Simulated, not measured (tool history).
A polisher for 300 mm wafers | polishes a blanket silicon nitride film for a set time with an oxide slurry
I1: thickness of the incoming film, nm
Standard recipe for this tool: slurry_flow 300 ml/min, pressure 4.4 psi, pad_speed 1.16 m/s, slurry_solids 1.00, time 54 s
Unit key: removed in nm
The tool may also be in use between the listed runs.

{"run": 1, "hour": 0.0, "slurry_flow": 300, "pressure": 4.4, "pad_speed": 0.84, "slurry_solids": 1.0, "time": 54, "I1": 353.7, "removed": 33.7}
{"run": 2, "hour": 35.5, "slurry_flow": 300, "pressure": 4.4, "pad_speed": 0.84, "slurry_solids": 1.0, "time": 54, "I1": 356.3, "removed": 34.0}
{"hour": 51.1, "done": "conditioning disc replaced and pad reconditioned"}
{"hour": 51.5, "done": "worn pad replaced by a new one"}
{"run": 3, "hour": 74.6, "slurry_flow": 300, "pressure": 4.4, "pad_speed": 1.16, "slurry_solids": 1.0, "time": 54, "I1": 359.3, "removed": 43.6}
{"run": 4, "hour": 87.9, "slurry_flow": 300, "pressure": 4.4, "pad_speed": 1.16, "slurry_solids": 1.0, "time": 54, "I1": 364.1, "removed": 43.9}
{"run": 5, "hour": 119.5, "slurry_flow": 300, "pressure": 4.4, "pad_speed": 1.16, "slurry_solids": 1.0, "time": 54, "I1": 362.9, "removed": 43.7}
{"run": 6, "hour": 155.0, "slurry_flow": 300, "pressure": 4.4, "pad_speed": 1.16, "slurry_solids": 1.0, "time": 54, "I1": 356.3, "removed": 44.0}
{"run": 7, "hour": 170.3, "slurry_flow": 300, "pressure": 4.4, "pad_speed": 1.16, "slurry_solids": 1.0, "time": 54, "I1": 364.0, "removed": 43.7}
{"hour": 198.3, "done": "worn pad replaced by a new one"}
{"run": 8, "hour": 198.8, "slurry_flow": 300, "pressure": 4.4, "pad_speed": 1.28, "slurry_solids": 1.0, "time": 54, "I1": 361.0, "removed": 46.2}
{"hour": 207.5, "done": "head pressure recalibrated"}
{"hour": 250.6, "done": "slurry blender recalibrated"}
{"run": 9, "hour": 293.9, "slurry_flow": 300, "pressure": 4.4, "pad_speed": 1.28, "slurry_solids": 1.0, "time": 54, "I1": 361.2, "removed": 46.9}
{"run": 10, "hour": 308.6, "slurry_flow": 300, "pressure": 4.4, "pad_speed": 1.16, "slurry_solids": 1.0, "time": 54, "I1": 353.3, "removed": 43.4}
{"hour": 310.9, "done": "conditioning disc replaced and pad reconditioned"}
{"run": 11, "hour": 329.1, "slurry_flow": 300, "pressure": 4.4, "pad_speed": 1.16, "slurry_solids": 1.0, "time": 54, "I1": 355.9, "removed": 43.2}
{"hour": 350.9, "done": "worn pad replaced by a new one"}
{"run": 12, "hour": 351.2, "slurry_flow": 300, "pressure": 4.4, "pad_speed": 1.16, "slurry_solids": 1.0, "time": 54, "I1": 357.1, "removed": 42.7}
{"run": 13, "hour": 376.8, "slurry_flow": 300, "pressure": 3.8, "pad_speed": 0.8, "slurry_solids": 1.0, "time": 54, "I1": 358.3, "removed": 28.6}
{"run": 14, "hour": 393.0, "slurry_flow": 300, "pressure": 4.4, "pad_speed": 1.16, "slurry_solids": 0.75, "time": 54, "I1": 360.6, "removed": 36.5}
{"run": 15, "hour": 407.8, "slurry_flow": 300, "pressure": 4.4, "pad_speed": 1.16, "slurry_solids": 1.0, "time": 43, "I1": 361.7, "removed": 34.1}
{"run": 16, "hour": 423.5, "slurry_flow": 380, "pressure": 3.7, "pad_speed": 1.16, "slurry_solids": 1.2, "time": 70, "I1": 367.7, "removed": 52.7}
{"run": 17, "hour": 441.9, "slurry_flow": 300, "pressure": 4.4, "pad_speed": 1.16, "slurry_solids": 0.85, "time": 54, "I1": 360.5, "removed": 39.4}
{"hour": 460.0, "done": "slurry nozzle cleaned"}
{"run": 18, "hour": 477.8, "slurry_flow": 300, "pressure": 4.4, "pad_speed": 0.86, "slurry_solids": 1.0, "time": 54, "I1": 358.6, "removed": 34.5}
{"run": 19, "hour": 496.9, "slurry_flow": 300, "pressure": 4.4, "pad_speed": 1.16, "slurry_solids": 1.0, "time": 54, "I1": 359.6, "removed": 43.7}
{"hour": 503.8, "done": "worn pad replaced by a new one"}
{"run": 20, "hour": 520.7, "slurry_flow": 300, "pressure": 4.4, "pad_speed": 1.16, "slurry_solids": 1.0, "time": 54, "I1": 359.6, "removed": 42.8}
{"run": 21, "hour": 549.4, "slurry_flow": 300, "pressure": 4.4, "pad_speed": 1.16, "slurry_solids": 1.0, "time": 71, "I1": 356.0, "removed": 58.2}
{"run": 22, "hour": 561.5, "slurry_flow": 370, "pressure": 4.4, "pad_speed": 1.16, "slurry_solids": 0.85, "time": 35, "I1": 358.9, "removed": 25.3}
{"hour": 592.5, "done": "conditioning disc replaced and pad reconditioned"}
{"run": 23, "hour": 593.0, "slurry_flow": 300, "pressure": 4.4, "pad_speed": 1.16, "slurry_solids": 1.0, "time": 54, "I1": 362.6, "removed": 42.9}

Predict each of these 3 candidate next runs independently; none follows another, all start after run 23:
{"run": "A", "hour": 593.4, "slurry_flow": 300, "pressure": 4.4, "pad_speed": 1.16, "slurry_solids": 1.0, "time": 54, "I1": 365.4, "removed": "?"}
{"run": "B", "hour": 593.4, "slurry_flow": 400, "pressure": 5.8, "pad_speed": 1.16, "slurry_solids": 1.0, "time": 54, "I1": 365.4, "removed": "?"}
{"run": "C", "hour": 593.4, "slurry_flow": 210, "pressure": 4.4, "pad_speed": 0.86, "slurry_solids": 0.9, "time": 72, "I1": 365.4, "removed": "?"}

run=A removed=42.4
run=B removed=56.6
run=C removed=41.6
The same runs, with their run-to-run variation unchanged, on a tool lacking any hidden condition would have given:
run=A removed=42.4
run=B removed=56.6
run=C removed=41.6
